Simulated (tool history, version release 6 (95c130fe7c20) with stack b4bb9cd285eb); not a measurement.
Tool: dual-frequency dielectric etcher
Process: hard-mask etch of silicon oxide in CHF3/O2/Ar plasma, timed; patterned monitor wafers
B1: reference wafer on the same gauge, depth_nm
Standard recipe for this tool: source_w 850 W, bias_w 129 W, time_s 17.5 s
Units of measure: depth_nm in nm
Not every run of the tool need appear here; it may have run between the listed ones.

{"run": 1, "day": 0.0, "source_w": 850, "bias_w": 129, "time_s": 21, "B1": 38.7, "depth_nm": 39.23}
{"run": 2, "day": 1.908, "source_w": 850, "bias_w": 129, "time_s": 21, "B1": 38.72, "depth_nm": 38.98}
{"day": 3.679, "done": "upper electrode replaced"}
{"run": 3, "day": 3.7, "source_w": 850, "bias_w": 129, "time_s": 17.5, "B1": 38.69, "depth_nm": 32.49}
{"run": 4, "day": 6.517, "source_w": 850, "bias_w": 129, "time_s": 17.5, "B1": 38.69, "depth_nm": 32.4}
{"day": 7.592, "done": "wet clean of the chamber"}
{"day": 8.771, "done": "source power generator calibrated"}
{"run": 5, "day": 8.888, "source_w": 850, "bias_w": 139, "time_s": 17.5, "B1": 38.68, "depth_nm": 34.32}
{"run": 6, "day": 10.188, "source_w": 850, "bias_w": 139, "time_s": 17.5, "B1": 38.71, "depth_nm": 34.18}
{"run": 7, "day": 13.179, "source_w": 850, "bias_w": 136, "time_s": 16, "B1": 38.67, "depth_nm": 30.93}
{"run": 8, "day": 14.521, "source_w": 850, "bias_w": 129, "time_s": 17.5, "B1": 38.68, "depth_nm": 33.46}
{"run": 9, "day": 16.833, "source_w": 850, "bias_w": 129, "time_s": 17.5, "B1": 38.73, "depth_nm": 33.06}
{"run": 10, "day": 18.975, "source_w": 850, "bias_w": 129, "time_s": 17.5, "B1": 38.73, "depth_nm": 33.16}
{"run": 11, "day": 20.088, "source_w": 970, "bias_w": 150, "time_s": 20.5, "B1": 38.76, "depth_nm": 43.79}
{"run": 12, "day": 21.417, "source_w": 850, "bias_w": 140, "time_s": 17.5, "B1": 38.68, "depth_nm": 33.84}
{"run": 13, "day": 23.283, "source_w": 930, "bias_w": 113, "time_s": 14.5, "B1": 38.71, "depth_nm": 28}
{"day": 25.246, "done": "wet clean of the chamber"}
{"run": 14, "day": 25.575, "source_w": 700, "bias_w": 143, "time_s": 17.5, "B1": 38.7, "depth_nm": 29.88}
{"day": 26.088, "done": "bias power generator calibrated"}
{"run": 15, "day": 27.021, "source_w": 940, "bias_w": 108, "time_s": 13, "B1": 38.69, "depth_nm": 25.34}
{"run": 16, "day": 29.688, "source_w": 850, "bias_w": 129, "time_s": 17.5, "B1": 38.72, "depth_nm": 33.54}
{"run": 17, "day": 31.562, "source_w": 850, "bias_w": 129, "time_s": 14.5, "B1": 38.65, "depth_nm": 27.86}
{"day": 32.229, "done": "gauge calibrated"}
{"run": 18, "day": 32.754, "source_w": 850, "bias_w": 129, "time_s": 17.5, "B1": 38.69, "depth_nm": 33.28}
{"run": 19, "day": 35.262, "source_w": 850, "bias_w": 129, "time_s": 17.5, "B1": 38.66, "depth_nm": 33.45}
{"run": 20, "day": 36.812, "source_w": 1030, "bias_w": 146, "time_s": 14, "B1": 38.73, "depth_nm": 30.88}
{"run": 21, "day": 39.638, "source_w": 680, "bias_w": 142, "time_s": 17.5, "B1": 38.75, "depth_nm": 29.51}
{"run": 22, "day": 40.746, "source_w": 850, "bias_w": 129, "time_s": 17.5, "B1": 38.67, "depth_nm": 33.36}
{"run": 23, "day": 42.458, "source_w": 850, "bias_w": 152, "time_s": 17.5, "B1": 38.67, "depth_nm": 34.75}
{"day": 44.762, "done": "wet clean of the chamber"}
{"run": 24, "day": 44.783, "source_w": 850, "bias_w": 100, "time_s": 21.5, "B1": 38.7, "depth_nm": 38.32}
{"run": 25, "day": 47.042, "source_w": 920, "bias_w": 129, "time_s": 17.5, "B1": 38.68, "depth_nm": 34.92}
{"run": 26, "day": 48.933, "source_w": 850, "bias_w": 160, "time_s": 17.5, "B1": 38.66, "depth_nm": 35.33}
{"run": 27, "day": 50.038, "source_w": 850, "bias_w": 129, "time_s": 17.5, "B1": 38.69, "depth_nm": 33.19}
{"run": 28, "day": 51.775, "source_w": 850, "bias_w": 129, "time_s": 17.5, "B1": 38.71, "depth_nm": 33.05}
{"run": 29, "day": 53.883, "source_w": 850, "bias_w": 129, "time_s": 17.5, "B1": 38.67, "depth_nm": 33.09}

Hidden state or all else? Some run-to-run changes of depth_nm, split into what the settings, what came in and random variation would give without the hidden state, and what is left for the hidden state (with any gauge scatter that isn't in both results):
What the log doesn't record here: etch rate over this chamber's usual, %; source power that arrives over what is set, %; bias power that arrives over what is set, %; gauge reads high (%).
Run 4 -> 5: bias_w 129 -> 139, wet clean of the chamber, source power generator calibrated. depth_nm +1.92 nm: hidden state +0.97, all else +0.95.
Run 10 -> 11: source_w 850 -> 970, bias_w 129 -> 150, time_s 17.5 -> 20.5. depth_nm +10.63 nm: hidden state -0.27, all else +10.9.
Run 11 -> 12: source_w 970 -> 850, bias_w 150 -> 140, time_s 20.5 -> 17.5. depth_nm -9.95 nm: hidden state +0.19, all else -10.14.
Run 14 -> 15: source_w 700 -> 940, bias_w 143 -> 108, time_s 17.5 -> 13, bias power generator calibrated. depth_nm -4.54 nm: hidden state +0.53, all else -5.07.
